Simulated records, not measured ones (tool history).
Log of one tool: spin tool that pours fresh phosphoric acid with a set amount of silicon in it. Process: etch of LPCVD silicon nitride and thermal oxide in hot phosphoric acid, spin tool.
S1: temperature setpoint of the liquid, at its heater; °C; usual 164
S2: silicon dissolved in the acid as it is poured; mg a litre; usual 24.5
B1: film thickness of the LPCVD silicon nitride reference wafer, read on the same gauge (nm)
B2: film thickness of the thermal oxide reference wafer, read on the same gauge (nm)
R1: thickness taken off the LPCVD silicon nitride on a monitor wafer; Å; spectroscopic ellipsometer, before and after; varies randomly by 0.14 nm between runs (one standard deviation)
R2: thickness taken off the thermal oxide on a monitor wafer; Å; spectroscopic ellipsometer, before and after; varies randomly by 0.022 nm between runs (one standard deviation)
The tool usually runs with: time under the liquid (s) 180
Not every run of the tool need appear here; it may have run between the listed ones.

run 1 day=0 | S1=162 S2=24.5 time_under_the_liquid_(s)=180 | B1=89.97 B2=60.035 | R1=160.6 R2=2.87
run 2 day=4.058 | S1=162 S2=24.5 time_under_the_liquid_(s)=180 | B1=90.03 B2=60.014 | R1=164.9 R2=3.23
run 3 day=7.008 | S1=162 S2=24.5 time_under_the_liquid_(s)=180 | B1=89.96 B2=59.99 | R1=160.2 R2=2.87
run 4 day=11.362 | S1=164 S2=24.5 time_under_the_liquid_(s)=180 | B1=89.96 B2=60.006 | R1=173 R2=3.98
run 5 day=14.625 | S1=164 S2=24.5 time_under_the_liquid_(s)=180 | B1=90.03 B2=59.988 | R1=173.2 R2=3.32
run 6 day=17.054 | S1=164 S2=17 time_under_the_liquid_(s)=130 | B1=89.99 B2=59.987 | R1=123.4 R2=3.5
-- day=19 gauge calibrated
run 7 day=20.375 | S1=164 S2=17 time_under_the_liquid_(s)=130 | B1=90.02 B2=59.996 | R1=125 R2=3.11
run 8 day=23.904 | S1=164 S2=24.5 time_under_the_liquid_(s)=100 | B1=89.98 B2=60.011 | R1=94.9 R2=1.78
run 9 day=26.546 | S1=164 S2=24.5 time_under_the_liquid_(s)=140 | B1=90.03 B2=59.993 | R1=132.3 R2=3.05
-- day=28.696 heated supply line repaired
run 10 day=30.004 | S1=162 S2=15 time_under_the_liquid_(s)=180 | B1=90.03 B2=60.001 | R1=167.7 R2=4.8
run 11 day=33.408 | S1=161 S2=33.5 time_under_the_liquid_(s)=225 | B1=89.93 B2=59.979 | R1=204.1 R2=2.78
run 12 day=37.642 | S1=163 S2=24.5 time_under_the_liquid_(s)=180 | B1=90 B2=60.004 | R1=173.3 R2=3.76
-- day=38.408 dissolved silicon flow meter replaced
-- day=39.375 thermometer replaced
run 13 day=40.4 | S1=165.5 S2=6 time_under_the_liquid_(s)=255 | B1=89.98 B2=60.002 | R1=269.2 R2=9.45
run 14 day=44.275 | S1=164 S2=24.5 time_under_the_liquid_(s)=180 | B1=89.99 B2=60.013 | R1=178 R2=4.11
run 15 day=45.904 | S1=167 S2=24.5 time_under_the_liquid_(s)=180 | B1=89.98 B2=59.995 | R1=198.5 R2=4.39

What will run 16 give?
run 16 day=50.15 | S1=162.5 S2=15 time_under_the_liquid_(s)=210 | B1=? B2=? | R1=? R2=?

Run 16 yielded B1 89.96, B2 59.986, R1 199 Å, R2 5.22 Å.
With the hidden condition absent and the run-to-run variation left alone, this run would have shown R1 204.1 Å, R2 5.52 Å.

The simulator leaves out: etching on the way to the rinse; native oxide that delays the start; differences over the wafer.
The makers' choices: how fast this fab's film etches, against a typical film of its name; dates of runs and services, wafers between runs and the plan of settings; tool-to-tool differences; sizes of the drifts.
